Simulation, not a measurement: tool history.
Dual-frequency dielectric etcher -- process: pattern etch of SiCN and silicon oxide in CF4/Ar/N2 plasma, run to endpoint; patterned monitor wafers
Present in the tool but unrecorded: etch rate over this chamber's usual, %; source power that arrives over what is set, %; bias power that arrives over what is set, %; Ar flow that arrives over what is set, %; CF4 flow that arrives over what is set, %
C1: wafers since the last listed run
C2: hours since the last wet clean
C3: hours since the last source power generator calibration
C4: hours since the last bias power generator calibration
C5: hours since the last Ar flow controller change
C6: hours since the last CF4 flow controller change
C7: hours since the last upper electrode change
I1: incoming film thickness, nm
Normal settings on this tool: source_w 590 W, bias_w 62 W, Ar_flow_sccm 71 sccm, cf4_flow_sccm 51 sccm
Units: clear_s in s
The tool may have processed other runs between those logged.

run 1 hour=0.0 | source_w=590 bias_w=69 Ar_flow_sccm=71 cf4_flow_sccm=51 | C1=0 C2=273.4 C3=4171.5 C4=3869.4 C5=2937.2 C6=4522.4 C7=2165.6 | I1=13.73 | clear_s=13.0
run 2 hour=11.8 | source_w=590 bias_w=69 Ar_flow_sccm=71 cf4_flow_sccm=51 | C1=202 C2=285.2 C3=4183.3 C4=3881.2 C5=2949.0 C6=4534.2 C7=2177.4 | I1=13.98 | clear_s=13.3
-- hour=45.3 upper electrode replaced
run 3 hour=45.8 | source_w=590 bias_w=62 Ar_flow_sccm=71 cf4_flow_sccm=51 | C1=171 C2=319.2 C3=4217.3 C4=3915.2 C5=2983.0 C6=4568.2 C7=0.5 | I1=13.85 | clear_s=13.7
run 4 hour=46.1 | source_w=590 bias_w=62 Ar_flow_sccm=71 cf4_flow_sccm=51 | C1=5 C2=319.5 C3=4217.6 C4=3915.5 C5=2983.3 C6=4568.5 C7=0.8 | I1=13.88 | clear_s=13.7
run 5 hour=48.7 | source_w=590 bias_w=62 Ar_flow_sccm=71 cf4_flow_sccm=61 | C1=44 C2=322.1 C3=4220.2 C4=3918.1 C5=2985.9 C6=4571.1 C7=3.4 | I1=13.94 | clear_s=13.3
run 6 hour=63.6 | source_w=590 bias_w=62 Ar_flow_sccm=71 cf4_flow_sccm=61 | C1=256 C2=337.0 C3=4235.1 C4=3933.0 C5=3000.8 C6=4586.0 C7=18.3 | I1=14.09 | clear_s=13.5
run 7 hour=70.0 | source_w=590 bias_w=62 Ar_flow_sccm=71 cf4_flow_sccm=61 | C1=110 C2=343.4 C3=4241.5 C4=3939.4 C5=3007.2 C6=4592.4 C7=24.7 | I1=13.96 | clear_s=13.4
run 8 hour=102.1 | source_w=590 bias_w=62 Ar_flow_sccm=71 cf4_flow_sccm=51 | C1=551 C2=375.5 C3=4273.6 C4=3971.5 C5=3039.3 C6=4624.5 C7=56.8 | I1=13.93 | clear_s=13.6
-- hour=110.3 CF4 flow controller replaced
run 9 hour=110.8 | source_w=590 bias_w=62 Ar_flow_sccm=71 cf4_flow_sccm=51 | C1=46 C2=384.2 C3=4282.3 C4=3980.2 C5=3048.0 C6=0.5 C7=65.5 | I1=13.76 | clear_s=13.5
-- hour=120.0 source power generator calibrated
run 10 hour=126.4 | source_w=590 bias_w=62 Ar_flow_sccm=82 cf4_flow_sccm=51 | C1=199 C2=399.8 C3=6.4 C4=3995.8 C5=3063.6 C6=16.1 C7=81.1 | I1=13.90 | clear_s=13.9
run 11 hour=138.6 | source_w=700 bias_w=68 Ar_flow_sccm=71 cf4_flow_sccm=62 | C1=209 C2=412.0 C3=18.6 C4=4008.0 C5=3075.8 C6=28.3 C7=93.3 | I1=13.74 | clear_s=11.5
run 12 hour=144.7 | source_w=740 bias_w=49 Ar_flow_sccm=71 cf4_flow_sccm=47 | C1=104 C2=418.1 C3=24.7 C4=4014.1 C5=3081.9 C6=34.4 C7=99.4 | I1=13.82 | clear_s=13.5
-- hour=170.3 wet clean of the chamber
run 13 hour=170.8 | source_w=540 bias_w=54 Ar_flow_sccm=64 cf4_flow_sccm=51 | C1=36 C2=0.5 C3=50.8 C4=4040.2 C5=3108.0 C6=60.5 C7=125.5 | I1=13.87 | clear_s=15.1
run 14 hour=171.1 | source_w=590 bias_w=62 Ar_flow_sccm=71 cf4_flow_sccm=51 | C1=5 C2=0.8 C3=51.1 C4=4040.5 C5=3108.3 C6=60.8 C7=125.8 | I1=13.82 | clear_s=13.8
run 15 hour=175.7 | source_w=590 bias_w=62 Ar_flow_sccm=71 cf4_flow_sccm=51 | C1=79 C2=5.4 C3=55.7 C4=4045.1 C5=3112.9 C6=65.4 C7=130.4 | I1=13.82 | clear_s=14.0
run 16 hour=184.5 | source_w=590 bias_w=69 Ar_flow_sccm=71 cf4_flow_sccm=63 | C1=151 C2=14.2 C3=64.5 C4=4053.9 C5=3121.7 C6=74.2 C7=139.2 | I1=14.03 | clear_s=13.0
run 17 hour=202.0 | source_w=530 bias_w=76 Ar_flow_sccm=88 cf4_flow_sccm=41 | C1=300 C2=31.7 C3=82.0 C4=4071.4 C5=3139.2 C6=91.7 C7=156.7 | I1=13.96 | clear_s=14.5
-- hour=210.6 bias power generator calibrated
-- hour=216.6 Ar flow controller replaced
run 18 hour=217.1 | source_w=590 bias_w=50 Ar_flow_sccm=80 cf4_flow_sccm=44 | C1=87 C2=46.8 C3=97.1 C4=6.5 C5=0.5 C6=106.8 C7=171.8 | I1=13.86 | clear_s=15.9
run 19 hour=224.2 | source_w=480 bias_w=70 Ar_flow_sccm=81 cf4_flow_sccm=57 | C1=122 C2=53.9 C3=104.2 C4=13.6 C5=7.6 C6=113.9 C7=178.9 | I1=13.73 | clear_s=14.3
run 20 hour=233.9 | source_w=590 bias_w=62 Ar_flow_sccm=71 cf4_flow_sccm=51 | C1=166 C2=63.6 C3=113.9 C4=23.3 C5=17.3 C6=123.6 C7=188.6 | I1=13.99 | clear_s=14.0
run 21 hour=248.0 | source_w=460 bias_w=62 Ar_flow_sccm=85 cf4_flow_sccm=43 | C1=242 C2=77.7 C3=128.0 C4=37.4 C5=31.4 C6=137.7 C7=202.7 | I1=13.96 | clear_s=16.4
run 22 hour=264.1 | source_w=590 bias_w=62 Ar_flow_sccm=62 cf4_flow_sccm=58 | C1=276 C2=93.8 C3=144.1 C4=53.5 C5=47.5 C6=153.8 C7=218.8 | I1=13.85 | clear_s=13.4
run 23 hour=276.2 | source_w=590 bias_w=74 Ar_flow_sccm=59 cf4_flow_sccm=57 | C1=208 C2=105.9 C3=156.2 C4=65.6 C5=59.6 C6=165.9 C7=230.9 | I1=13.92 | clear_s=12.5
run 24 hour=294.0 | source_w=590 bias_w=55 Ar_flow_sccm=63 cf4_flow_sccm=51 | C1=306 C2=123.7 C3=174.0 C4=83.4 C5=77.4 C6=183.7 C7=248.7 | I1=13.97 | clear_s=14.3

Each row is a separate what-if for the run after 24, all from the same tool condition, not one after another. Results?
run A hour=294.4 | source_w=590 bias_w=62 Ar_flow_sccm=71 cf4_flow_sccm=51 | C1=6 C2=124.1 C3=174.4 C4=83.8 C5=77.8 C6=184.1 C7=249.1 | I1=13.96 | clear_s=?
run B hour=294.4 | source_w=590 bias_w=62 Ar_flow_sccm=76 cf4_flow_sccm=51 | C1=6 C2=124.1 C3=174.4 C4=83.8 C5=77.8 C6=184.1 C7=249.1 | I1=13.96 | clear_s=?
run C hour=294.4 | source_w=710 bias_w=62 Ar_flow_sccm=71 cf4_flow_sccm=51 | C1=6 C2=124.1 C3=174.4 C4=83.8 C5=77.8 C6=184.1 C7=249.1 | I1=13.96 | clear_s=?
run D hour=294.4 | source_w=520 bias_w=62 Ar_flow_sccm=79 cf4_flow_sccm=51 | C1=6 C2=124.1 C3=174.4 C4=83.8 C5=77.8 C6=184.1 C7=249.1 | I1=13.96 | clear_s=?

run=A clear_s=13.9
run=B clear_s=14.0
run=C clear_s=12.8
run=D clear_s=14.9
Without the tool's hidden state the same runs would have given:
run=A clear_s=14.1
run=B clear_s=14.2
run=C clear_s=13.0
run=D clear_s=15.1
